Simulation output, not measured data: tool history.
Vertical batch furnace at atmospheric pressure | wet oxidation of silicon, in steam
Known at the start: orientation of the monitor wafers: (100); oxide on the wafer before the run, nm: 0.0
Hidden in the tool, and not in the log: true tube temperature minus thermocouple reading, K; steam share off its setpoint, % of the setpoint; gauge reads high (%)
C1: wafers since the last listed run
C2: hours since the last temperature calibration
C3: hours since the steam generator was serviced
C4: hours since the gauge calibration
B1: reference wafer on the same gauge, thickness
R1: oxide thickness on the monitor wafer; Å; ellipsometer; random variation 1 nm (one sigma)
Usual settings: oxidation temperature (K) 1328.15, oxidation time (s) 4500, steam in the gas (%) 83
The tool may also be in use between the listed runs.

run 1 hour=0.0 | oxidation_temperature_(K)=1328.15 oxidation_time_(s)=4500 steam_in_the_gas_(%)=74 | C1=0 C2=2810.0 C3=2905.0 C4=48.4 | B1=776.35 | R1=6010.9
run 2 hour=18.0 | oxidation_temperature_(K)=1328.15 oxidation_time_(s)=4500 steam_in_the_gas_(%)=83 | C1=271 C2=2828.0 C3=2923.0 C4=66.4 | B1=776.21 | R1=6464.4
run 3 hour=36.6 | oxidation_temperature_(K)=1328.15 oxidation_time_(s)=4500 steam_in_the_gas_(%)=83 | C1=280 C2=2846.6 C3=2941.6 C4=85.0 | B1=775.79 | R1=6443.0
run 4 hour=45.6 | oxidation_temperature_(K)=1328.15 oxidation_time_(s)=5610 steam_in_the_gas_(%)=90 | C1=135 C2=2855.6 C3=2950.6 C4=94.0 | B1=775.94 | R1=7690.2
run 5 hour=59.7 | oxidation_temperature_(K)=1328.15 oxidation_time_(s)=5610 steam_in_the_gas_(%)=90 | C1=212 C2=2869.7 C3=2964.7 C4=108.1 | B1=775.93 | R1=7690.7
run 6 hour=68.6 | oxidation_temperature_(K)=1328.15 oxidation_time_(s)=4500 steam_in_the_gas_(%)=83 | C1=134 C2=2878.6 C3=2973.6 C4=117.0 | B1=776.28 | R1=6445.1
run 7 hour=77.7 | oxidation_temperature_(K)=1317.15 oxidation_time_(s)=2940 steam_in_the_gas_(%)=83 | C1=137 C2=2887.7 C3=2982.7 C4=126.1 | B1=776.00 | R1=4684.3
run 8 hour=92.8 | oxidation_temperature_(K)=1317.15 oxidation_time_(s)=2940 steam_in_the_gas_(%)=83 | C1=228 C2=2902.8 C3=2997.8 C4=141.2 | B1=775.63 | R1=4668.7
run 9 hour=112.0 | oxidation_temperature_(K)=1328.15 oxidation_time_(s)=4500 steam_in_the_gas_(%)=83 | C1=290 C2=2922.0 C3=3017.0 C4=160.4 | B1=776.17 | R1=6439.2
run 10 hour=124.6 | oxidation_temperature_(K)=1328.15 oxidation_time_(s)=4500 steam_in_the_gas_(%)=83 | C1=190 C2=2934.6 C3=3029.6 C4=173.0 | B1=776.14 | R1=6443.4
run 11 hour=137.2 | oxidation_temperature_(K)=1328.15 oxidation_time_(s)=4500 steam_in_the_gas_(%)=83 | C1=190 C2=2947.2 C3=3042.2 C4=185.6 | B1=776.21 | R1=6434.0
run 12 hour=146.4 | oxidation_temperature_(K)=1328.15 oxidation_time_(s)=4500 steam_in_the_gas_(%)=83 | C1=138 C2=2956.4 C3=3051.4 C4=194.8 | B1=776.56 | R1=6446.0
run 13 hour=161.4 | oxidation_temperature_(K)=1328.15 oxidation_time_(s)=4020 steam_in_the_gas_(%)=83 | C1=226 C2=2971.4 C3=3066.4 C4=209.8 | B1=775.85 | R1=6013.2
run 14 hour=181.3 | oxidation_temperature_(K)=1328.15 oxidation_time_(s)=3810 steam_in_the_gas_(%)=83 | C1=300 C2=2991.3 C3=3086.3 C4=229.7 | B1=776.04 | R1=5824.6
run 15 hour=202.1 | oxidation_temperature_(K)=1328.15 oxidation_time_(s)=3810 steam_in_the_gas_(%)=83 | C1=314 C2=3012.1 C3=3107.1 C4=250.5 | B1=775.55 | R1=5799.2
-- hour=233.8 steam generator serviced
run 16 hour=234.3 | oxidation_temperature_(K)=1328.15 oxidation_time_(s)=4500 steam_in_the_gas_(%)=83 | C1=123 C2=3044.3 C3=0.5 C4=282.7 | B1=775.98 | R1=6693.4
run 17 hour=239.3 | oxidation_temperature_(K)=1328.15 oxidation_time_(s)=4500 steam_in_the_gas_(%)=83 | C1=75 C2=3049.3 C3=5.5 C4=287.7 | B1=775.98 | R1=6667.1
run 18 hour=244.4 | oxidation_temperature_(K)=1328.15 oxidation_time_(s)=4500 steam_in_the_gas_(%)=83 | C1=77 C2=3054.4 C3=10.6 C4=292.8 | B1=776.09 | R1=6695.9
run 19 hour=249.7 | oxidation_temperature_(K)=1319.15 oxidation_time_(s)=2280 steam_in_the_gas_(%)=93 | C1=80 C2=3059.7 C3=15.9 C4=298.1 | B1=776.12 | R1=4501.0
run 20 hour=264.8 | oxidation_temperature_(K)=1328.15 oxidation_time_(s)=5610 steam_in_the_gas_(%)=90 | C1=228 C2=3074.8 C3=31.0 C4=313.2 | B1=775.87 | R1=8001.2
run 21 hour=275.4 | oxidation_temperature_(K)=1317.15 oxidation_time_(s)=3840 steam_in_the_gas_(%)=83 | C1=160 C2=3085.4 C3=41.6 C4=323.8 | B1=776.59 | R1=5742.6
-- hour=286.8 gauge calibrated
run 22 hour=290.5 | oxidation_temperature_(K)=1351.15 oxidation_time_(s)=6390 steam_in_the_gas_(%)=89 | C1=228 C2=3100.5 C3=56.7 C4=3.7 | B1=775.96 | R1=9432.9
run 23 hour=311.6 | oxidation_temperature_(K)=1328.15 oxidation_time_(s)=4500 steam_in_the_gas_(%)=76 | C1=318 C2=3121.6 C3=77.8 C4=24.8 | B1=775.60 | R1=6354.7
run 24 hour=339.9 | oxidation_temperature_(K)=1318.15 oxidation_time_(s)=6720 steam_in_the_gas_(%)=92 | C1=427 C2=3149.9 C3=106.1 C4=53.1 | B1=776.05 | R1=8589.3
-- hour=368.0 thermocouples replaced and temperature profile calibrated
run 25 hour=368.5 | oxidation_temperature_(K)=1328.15 oxidation_time_(s)=6570 steam_in_the_gas_(%)=93 | C1=69 C2=0.5 C3=134.7 C4=81.7 | B1=775.93 | R1=8922.7
run 26 hour=378.4 | oxidation_temperature_(K)=1328.15 oxidation_time_(s)=2790 steam_in_the_gas_(%)=83 | C1=149 C2=10.4 C3=144.6 C4=91.6 | B1=775.93 | R1=4995.5
run 27 hour=389.9 | oxidation_temperature_(K)=1303.15 oxidation_time_(s)=6150 steam_in_the_gas_(%)=83 | C1=173 C2=21.9 C3=156.1 C4=103.1 | B1=776.01 | R1=7102.4
run 28 hour=406.3 | oxidation_temperature_(K)=1318.15 oxidation_time_(s)=6720 steam_in_the_gas_(%)=92 | C1=247 C2=38.3 C3=172.5 C4=119.5 | B1=775.86 | R1=8583.7
run 29 hour=414.4 | oxidation_temperature_(K)=1306.15 oxidation_time_(s)=5610 steam_in_the_gas_(%)=83 | C1=122 C2=46.4 C3=180.6 C4=127.6 | B1=776.50 | R1=6816.0
run 30 hour=429.5 | oxidation_temperature_(K)=1328.15 oxidation_time_(s)=3150 steam_in_the_gas_(%)=83 | C1=228 C2=61.5 C3=195.7 C4=142.7 | B1=775.98 | R1=5399.4
run 31 hour=446.2 | oxidation_temperature_(K)=1337.15 oxidation_time_(s)=3150 steam_in_the_gas_(%)=95 | C1=252 C2=78.2 C3=212.4 C4=159.4 | B1=776.02 | R1=6138.4
run 32 hour=455.0 | oxidation_temperature_(K)=1336.15 oxidation_time_(s)=6090 steam_in_the_gas_(%)=72 | C1=132 C2=87.0 C3=221.2 C4=168.2 | B1=776.10 | R1=7648.9
run 33 hour=470.7 | oxidation_temperature_(K)=1351.15 oxidation_time_(s)=6390 steam_in_the_gas_(%)=89 | C1=237 C2=102.7 C3=236.9 C4=183.9 | B1=776.41 | R1=9435.5
run 34 hour=497.6 | oxidation_temperature_(K)=1328.15 oxidation_time_(s)=4500 steam_in_the_gas_(%)=83 | C1=406 C2=129.6 C3=263.8 C4=210.8 | B1=775.76 | R1=6676.7
run 35 hour=506.5 | oxidation_temperature_(K)=1343.15 oxidation_time_(s)=4500 steam_in_the_gas_(%)=94 | C1=134 C2=138.5 C3=272.7 C4=219.7 | B1=775.75 | R1=7718.3
run 36 hour=521.9 | oxidation_temperature_(K)=1328.15 oxidation_time_(s)=5130 steam_in_the_gas_(%)=83 | C1=232 C2=153.9 C3=288.1 C4=235.1 | B1=776.06 | R1=7219.5
run 37 hour=532.8 | oxidation_temperature_(K)=1321.15 oxidation_time_(s)=5400 steam_in_the_gas_(%)=77 | C1=164 C2=164.8 C3=299.0 C4=246.0 | B1=776.13 | R1=6883.8
run 38 hour=547.1 | oxidation_temperature_(K)=1328.15 oxidation_time_(s)=4500 steam_in_the_gas_(%)=83 | C1=216 C2=179.1 C3=313.3 C4=260.3 | B1=775.90 | R1=6684.9

Hidden state or all else? Some run-to-run changes of R1, split into what the settings, what came in and random variation would give without the hidden state, and what is left for the hidden state (with any gauge scatter that isn't in both results):
Run 6 -> 7: oxidation temperature (K) 1328.15 -> 1317.15, oxidation time (s) 4500 -> 2940. R1 -1760.8 Å: hidden state +55.8, all else -1816.6.
Run 8 -> 9: oxidation temperature (K) 1317.15 -> 1328.15, oxidation time (s) 2940 -> 4500. R1 +1770.5 Å: hidden state -61.2, all else +1831.7.
Run 15 -> 16: oxidation time (s) 3810 -> 4500, steam generator serviced. R1 +894.2 Å: hidden state +240.0, all else +654.2.
Run 19 -> 20: oxidation temperature (K) 1319.15 -> 1328.15, oxidation time (s) 2280 -> 5610, steam in the gas (%) 93 -> 90. R1 +3500.2 Å: hidden state -4.1, all else +3504.3.
Run 21 -> 22: oxidation temperature (K) 1317.15 -> 1351.15, oxidation time (s) 3840 -> 6390, steam in the gas (%) 83 -> 89, gauge calibrated. R1 +3690.3 Å: hidden state -3.9, all else +3694.2.
Run 25 -> 26: oxidation time (s) 6570 -> 2790, steam in the gas (%) 93 -> 83. R1 -3927.2 Å: hidden state +4.7, all else -3931.9.
